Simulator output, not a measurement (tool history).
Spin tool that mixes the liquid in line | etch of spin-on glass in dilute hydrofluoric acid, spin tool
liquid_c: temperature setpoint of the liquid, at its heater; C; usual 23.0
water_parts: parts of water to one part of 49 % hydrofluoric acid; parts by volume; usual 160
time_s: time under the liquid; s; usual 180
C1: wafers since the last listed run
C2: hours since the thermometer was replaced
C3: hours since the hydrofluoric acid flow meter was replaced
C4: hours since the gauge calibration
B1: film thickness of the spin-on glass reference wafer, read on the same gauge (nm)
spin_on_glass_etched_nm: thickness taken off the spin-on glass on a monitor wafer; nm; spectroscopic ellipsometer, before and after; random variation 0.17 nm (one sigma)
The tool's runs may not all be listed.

Run 1, day 0.000: usual settings but liquid_c 20.0 C; C1 0; C2 2342.2; C3 1616.8; C4 673.4; B1 129.99. Result: spin_on_glass_etched_nm 31.30 nm.
Run 2, day 1.450: usual settings but liquid_c 20.0 C; C1 236; C2 2377.0; C3 1651.6; C4 708.2; B1 129.98. Result: spin_on_glass_etched_nm 31.26 nm.
Run 3, day 2.362: usual settings; C1 148; C2 2398.9; C3 1673.5; C4 730.1; B1 130.02. Result: spin_on_glass_etched_nm 35.18 nm.
Run 4, day 3.425: usual settings but water_parts 210 parts by volume; C1 173; C2 2424.4; C3 1699.0; C4 755.6; B1 129.97. Result: spin_on_glass_etched_nm 25.19 nm.
Run 5, day 4.042: usual settings but water_parts 210 parts by volume; C1 100; C2 2439.2; C3 1713.8; C4 770.4; B1 129.95. Result: spin_on_glass_etched_nm 25.25 nm.
Run 6, day 4.733: usual settings but water_parts 210 parts by volume; C1 112; C2 2455.8; C3 1730.4; C4 787.0; B1 130.01. Result: spin_on_glass_etched_nm 25.21 nm.
Run 7, day 8.979: usual settings; C1 692; C2 2557.7; C3 1832.3; C4 888.9; B1 130.01. Result: spin_on_glass_etched_nm 34.62 nm.
Run 8, day 10.167: usual settings; C1 193; C2 2586.2; C3 1860.8; C4 917.4; B1 129.97. Result: spin_on_glass_etched_nm 34.75 nm.
Run 9, day 11.046: usual settings but liquid_c 21.5 C, water_parts 200 parts by volume; C1 143; C2 2607.3; C3 1881.9; C4 938.5; B1 129.99. Result: spin_on_glass_etched_nm 24.92 nm.
Run 10, day 11.850: usual settings but liquid_c 21.5 C, water_parts 200 parts by volume; C1 131; C2 2626.6; C3 1901.2; C4 957.8; B1 130.03. Result: spin_on_glass_etched_nm 24.98 nm.
Run 11, day 12.696: usual settings but time_s 230 s; C1 137; C2 2646.9; C3 1921.5; C4 978.1; B1 130.00. Result: spin_on_glass_etched_nm 43.96 nm.
At day 13.404: thermometer replaced.
Run 12, day 13.662: usual settings but time_s 230 s; C1 150; C2 6.2; C3 1944.7; C4 1001.3; B1 130.01. Result: spin_on_glass_etched_nm 43.87 nm.
At day 13.971: gauge calibrated.
Run 13, day 16.842: usual settings; C1 518; C2 82.5; C3 2021.0; C4 68.9; B1 130.01. Result: spin_on_glass_etched_nm 34.49 nm.
Run 14, day 17.550: usual settings; C1 115; C2 99.5; C3 2038.0; C4 85.9; B1 130.02. Result: spin_on_glass_etched_nm 34.24 nm.
Run 15, day 18.162: usual settings but time_s 115 s; C1 99; C2 114.2; C3 2052.7; C4 100.6; B1 129.97. Result: spin_on_glass_etched_nm 21.91 nm.
Run 16, day 19.338: usual settings but water_parts 110 parts by volume, time_s 145 s; C1 191; C2 142.4; C3 2080.9; C4 128.8; B1 129.99. Result: spin_on_glass_etched_nm 42.59 nm.
Run 17, day 20.167: usual settings but liquid_c 20.5 C; C1 135; C2 162.3; C3 2100.8; C4 148.7; B1 129.98. Result: spin_on_glass_etched_nm 31.17 nm.
Run 18, day 21.588: usual settings but liquid_c 20.0 C, water_parts 90 parts by volume, time_s 115 s; C1 231; C2 196.4; C3 2134.9; C4 182.8; B1 130.04. Result: spin_on_glass_etched_nm 37.70 nm.
Run 19, day 22.088: usual settings but liquid_c 19.5 C, water_parts 135 parts by volume, time_s 105 s; C1 81; C2 208.4; C3 2146.9; C4 194.8; B1 130.02. Result: spin_on_glass_etched_nm 21.12 nm.
Run 20, day 23.346: usual settings but liquid_c 26.5 C, water_parts 140 parts by volume, time_s 130 s; C1 205; C2 238.6; C3 2177.1; C4 225.0; B1 130.00. Result: spin_on_glass_etched_nm 32.96 nm.
At day 23.567: hydrofluoric acid flow meter replaced.
Run 21, day 24.546: usual settings but liquid_c 20.5 C, water_parts 135 parts by volume, time_s 95 s; C1 188; C2 267.4; C3 23.5; C4 253.8; B1 129.98. Result: spin_on_glass_etched_nm 22.84 nm.
Run 22, day 25.154: usual settings; C1 99; C2 282.0; C3 38.1; C4 268.4; B1 129.99. Result: spin_on_glass_etched_nm 38.98 nm.
Run 23, day 26.242: usual settings; C1 177; C2 308.1; C3 64.2; C4 294.5; B1 130.00. Result: spin_on_glass_etched_nm 39.22 nm.
Run 24, day 27.558: usual settings but water_parts 195 parts by volume, time_s 135 s; C1 214; C2 339.7; C3 95.8; C4 326.1; B1 130.02. Result: spin_on_glass_etched_nm 23.19 nm.
Run 25, day 31.367: usual settings but liquid_c 24.5 C; C1 621; C2 431.1; C3 187.2; C4 417.5; B1 130.04. Result: spin_on_glass_etched_nm 41.13 nm.
Run 26, day 32.288: usual settings but time_s 115 s; C1 150; C2 453.2; C3 209.3; C4 439.6; B1 130.04. Result: spin_on_glass_etched_nm 24.95 nm.
Run 27, day 33.054: usual settings but liquid_c 20.5 C, water_parts 210 parts by volume, time_s 270 s; C1 125; C2 471.6; C3 227.7; C4 458.0; B1 130.00. Result: spin_on_glass_etched_nm 38.10 nm.
Run 28, day 33.862: usual settings but liquid_c 18.5 C, water_parts 235 parts by volume, time_s 275 s; C1 131; C2 491.0; C3 247.1; C4 477.4; B1 130.00. Result: spin_on_glass_etched_nm 31.42 nm.
Run 29, day 35.238: usual settings but liquid_c 18.0 C, time_s 255 s; C1 224; C2 524.0; C3 280.1; C4 510.4; B1 130.00. Result: spin_on_glass_etched_nm 45.37 nm.

4 ways to go on from here, each from the tool as it stands after run 29. What would each give?
Run A, day 35.258: usual settings but liquid_c 27.5 C; C1 3; C2 524.5; C3 280.6; C4 510.9; B1 ?. Result: spin_on_glass_etched_nm ?.
Run B, day 35.258: usual settings but liquid_c 24.5 C, water_parts 225 parts by volume; C1 3; C2 524.5; C3 280.6; C4 510.9; B1 ?. Result: spin_on_glass_etched_nm ?.
Run C, day 35.258: usual settings but liquid_c 25.0 C, water_parts 185 parts by volume, time_s 255 s; C1 3; C2 524.5; C3 280.6; C4 510.9; B1 ?. Result: spin_on_glass_etched_nm ?.
Run D, day 35.258: usual settings but liquid_c 19.5 C, water_parts 135 parts by volume, time_s 260 s; C1 3; C2 524.5; C3 280.6; C4 510.9; B1 ?. Result: spin_on_glass_etched_nm ?.

run      B1  spin_on_glass_etched_nm
  A  130.00                    45.97
  B  130.00                    27.19
  C  130.00                    49.88
  D  130.00                    59.60
Without the tool's hidden state the same runs would have given:
run  spin_on_glass_etched_nm
  A                    47.47
  B                    28.11
  C                    51.52
  D                    61.45

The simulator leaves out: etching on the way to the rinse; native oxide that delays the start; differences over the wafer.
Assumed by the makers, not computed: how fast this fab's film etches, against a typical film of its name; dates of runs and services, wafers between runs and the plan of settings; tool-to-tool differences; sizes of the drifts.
